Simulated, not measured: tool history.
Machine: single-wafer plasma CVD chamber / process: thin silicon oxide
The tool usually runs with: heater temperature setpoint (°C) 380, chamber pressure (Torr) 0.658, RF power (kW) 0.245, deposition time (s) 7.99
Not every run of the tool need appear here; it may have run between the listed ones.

run	hour	heater temperature setpoint (°C)	chamber pressure (Torr)	RF power (kW)	deposition time (s)	wafers since the last listed run	hours since the last thermocouple change	hours since the last RF generator calibration	hours since the last manometer calibration	hours since the showerhead was replaced	hours since the gauge calibration	read-back reference wafer on the same gauge, thickness_nm	mean film thickness on the monitor wafer (Å)
1	0.0	380	0.658	0.245	7.99	0	1932.6	2418.2	2039.2	5842.3	74.4	12.698	110.13
2	8.1	380	0.658	0.245	7.99	306	1940.7	2426.3	2047.3	5850.4	82.5	12.700	109.96
3	14.3	380	0.658	0.245	7.99	234	1946.9	2432.5	2053.5	5856.6	88.7	12.702	110.18
4	27.2	380	0.658	0.245	7.99	488	1959.8	2445.4	2066.4	5869.5	101.6	12.697	110.66
5	38.0	380	0.658	0.245	7.99	408	1970.6	2456.2	2077.2	5880.3	112.4	12.696	109.46
6	44.6	380	0.658	0.245	7.99	249	1977.2	2462.8	2083.8	5886.9	119.0	12.708	110.18
7	57.9	380	0.658	0.260	7.99	503	1990.5	2476.1	2097.1	5900.2	132.3	12.696	112.04
8	98.2	380	0.658	0.285	7.99	1525	2030.8	2516.4	2137.4	5940.5	172.6	12.700	116.32
# hour 120.2: capacitance manometer re-zeroed and calibrated
9	120.7	380	0.658	0.285	7.99	548	2053.3	2538.9	0.5	5963.0	195.1	12.703	123.84
10	133.5	380	0.658	0.285	7.99	484	2066.1	2551.7	13.3	5975.8	207.9	12.694	124.20
11	140.2	380	0.736	0.245	7.37	253	2072.8	2558.4	20.0	5982.5	214.6	12.705	119.11
12	156.8	370	0.658	0.245	7.99	628	2089.4	2575.0	36.6	5999.1	231.2	12.685	117.51
13	168.3	389	0.613	0.260	8.87	435	2100.9	2586.5	48.1	6010.6	242.7	12.710	123.72
14	181.1	370	0.658	0.245	7.99	484	2113.7	2599.3	60.9	6023.4	255.5	12.688	117.73
# hour 194.6: showerhead replaced
15	195.4	386	0.568	0.215	8.45	238	2128.0	2613.6	75.2	0.8	269.8	12.699	102.11
# hour 210.3: thermocouple changed; heater temperature recalibrated
16	210.8	389	0.521	0.225	7.99	280	0.5	2629.0	90.6	16.2	285.2	12.696	90.81
17	219.5	369	0.610	0.195	7.99	329	9.2	2637.7	99.3	24.9	293.9	12.694	100.11
# hour 228.4: RF generator calibrated
18	231.0	380	0.658	0.245	7.99	132	20.7	2.6	110.8	36.4	305.4	12.692	116.39
# hour 244.6: gauge calibrated
19	246.2	380	0.658	0.245	7.99	575	35.9	17.8	126.0	51.6	1.6	12.700	116.39
20	253.3	367	0.715	0.260	9.34	268	43.0	24.9	133.1	58.7	8.7	12.697	151.89
21	261.6	380	0.658	0.245	7.99	314	51.3	33.2	141.4	67.0	17.0	12.699	116.47
22	278.9	371	0.658	0.245	6.81	654	68.6	50.5	158.7	84.3	34.3	12.700	100.16
23	326.1	380	0.658	0.275	7.99	1786	115.8	97.7	205.9	131.5	81.5	12.715	121.62

How would selected steps in mean film thickness on the monitor wafer (Å) from run to run divide? Give the signed amount a tool lacking its hidden state would still show from settings, what came in and random variation, and the signed amount left for the hidden state, including any gauge scatter that is not in both of the compared results.
Hidden conditions of the tool in this case: wafer temperature above the value expected at the setpoint (K); delivered RF power above the setpoint (%); true pressure above the setpoint (%); gauge reads high (%).
Run 7 -> 8: RF power (kW) 0.260 -> 0.285. mean film thickness on the monitor wafer (Å) +4.28: hidden state -0.44, all else +4.72.
Run 8 -> 9: capacitance manometer re-zeroed and calibrated. mean film thickness on the monitor wafer (Å) +7.52: hidden state +7.76, all else -0.24.
Run 19 -> 20: heater temperature setpoint (°C) 380 -> 367, chamber pressure (Torr) 0.658 -> 0.715, RF power (kW) 0.245 -> 0.260, deposition time (s) 7.99 -> 9.34. mean film thickness on the monitor wafer (Å) +35.50: hidden state +0.01, all else +35.49.
Run 20 -> 21: heater temperature setpoint (°C) 367 -> 380, chamber pressure (Torr) 0.715 -> 0.658, RF power (kW) 0.260 -> 0.245, deposition time (s) 9.34 -> 7.99. mean film thickness on the monitor wafer (Å) -35.42: hidden state -0.06, all else -35.36.
